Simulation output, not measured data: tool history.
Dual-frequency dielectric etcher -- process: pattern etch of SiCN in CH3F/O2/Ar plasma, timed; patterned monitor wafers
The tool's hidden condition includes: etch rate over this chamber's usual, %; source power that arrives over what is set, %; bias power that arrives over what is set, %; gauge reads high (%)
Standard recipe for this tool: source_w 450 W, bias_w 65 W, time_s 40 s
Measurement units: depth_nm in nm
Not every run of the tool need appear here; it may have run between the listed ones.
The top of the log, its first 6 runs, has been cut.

run     day  source_w  bias_w  time_s  wafers since the last listed run  hours since the last wet clean  hours since the last source power generator calibration  hours since the last bias power generator calibration  hours since the last upper electrode change  hours since the gauge calibration  read-back reference wafer on the same gauge, depth_nm  depth_nm
  7   3.775       380      54      40                                94                           352.5                                                     55.3                                                 1997.7                                       5608.1                               62.7                                                  13.81     13.15
      5.375  -- wet clean of the chamber
  8   5.396       380      54      40                               148                             0.5                                                     94.2                                                 2036.6                                         5647                              101.6                                                   13.8     13.15
  9   5.412       340      65    36.5                                 3                             0.9                                                     94.6                                                   2037                                       5647.4                                102                                                  13.81     12.22
 10   5.854       480      65      40                               105                            11.5                                                    105.2                                                 2047.6                                         5658                              112.6                                                   13.8     15.25
 11   6.571       490      65      40                               171                            28.7                                                    122.4                                                 2064.8                                       5675.2                              129.8                                                  13.81     15.41
 12   7.188       450      70      40                               147                            43.5                                                    137.2                                                 2079.6                                         5690                              144.6                                                   13.8     15.22
      7.408  -- bias power generator calibrated
 13   7.725       450      65      40                                88                            56.4                                                    150.1                                                    7.6                                       5702.9                              157.5                                                  13.81     14.88
 14   8.304       450      65      40                               138                            70.3                                                      164                                                   21.5                                       5716.8                              171.4                                                  13.81     14.83
      9.754  -- upper electrode replaced
 15   9.775       450      57      40                               112                           105.6                                                    199.3                                                   56.8                                          0.5                              206.7                                                   13.8     14.25
 16   9.788       520      79      31                                 2                           105.9                                                    199.6                                                   57.1                                          0.8                                207                                                  13.79     12.98
 17   9.867       450      65      40                                18                           107.8                                                    201.5                                                     59                                          2.7                              208.9                                                   13.8     14.88
 18  10.175       400      80      36                                73                           115.2                                                    208.9                                                   66.4                                         10.1                              216.3                                                  13.79     13.69
 19  10.508       380      54      40                                79                           123.2                                                    216.9                                                   74.4                                         18.1                              224.3                                                  13.81     13.23
 20  10.888       340      81    48.5                                90                           132.3                                                      226                                                   83.5                                         27.2                              233.4                                                  13.79     17.34
 21  11.154       550      65      40                                63                           138.7                                                    232.4                                                   89.9                                         33.6                              239.8                                                  13.78     16.11
 22  11.446       350      65      46                                69                           145.7                                                    239.4                                                   96.9                                         40.6                              246.8                                                  13.81     15.44
 23  11.862       400      65      49                                99                           155.7                                                    249.4                                                  106.9                                         50.6                              256.8                                                  13.81     17.38

What does the tool deliver on the next run?
 24  12.45       450      65    29.5                               140                           169.8                                                    263.5                                                    121                                         64.7                              270.9                                                      ?         ?

Run 24 came out at read-back reference wafer on the same gauge, depth_nm 13.79, depth_nm 11 nm.
With the hidden condition absent and the run-to-run variation left alone, this run would have shown depth_nm 11 nm.
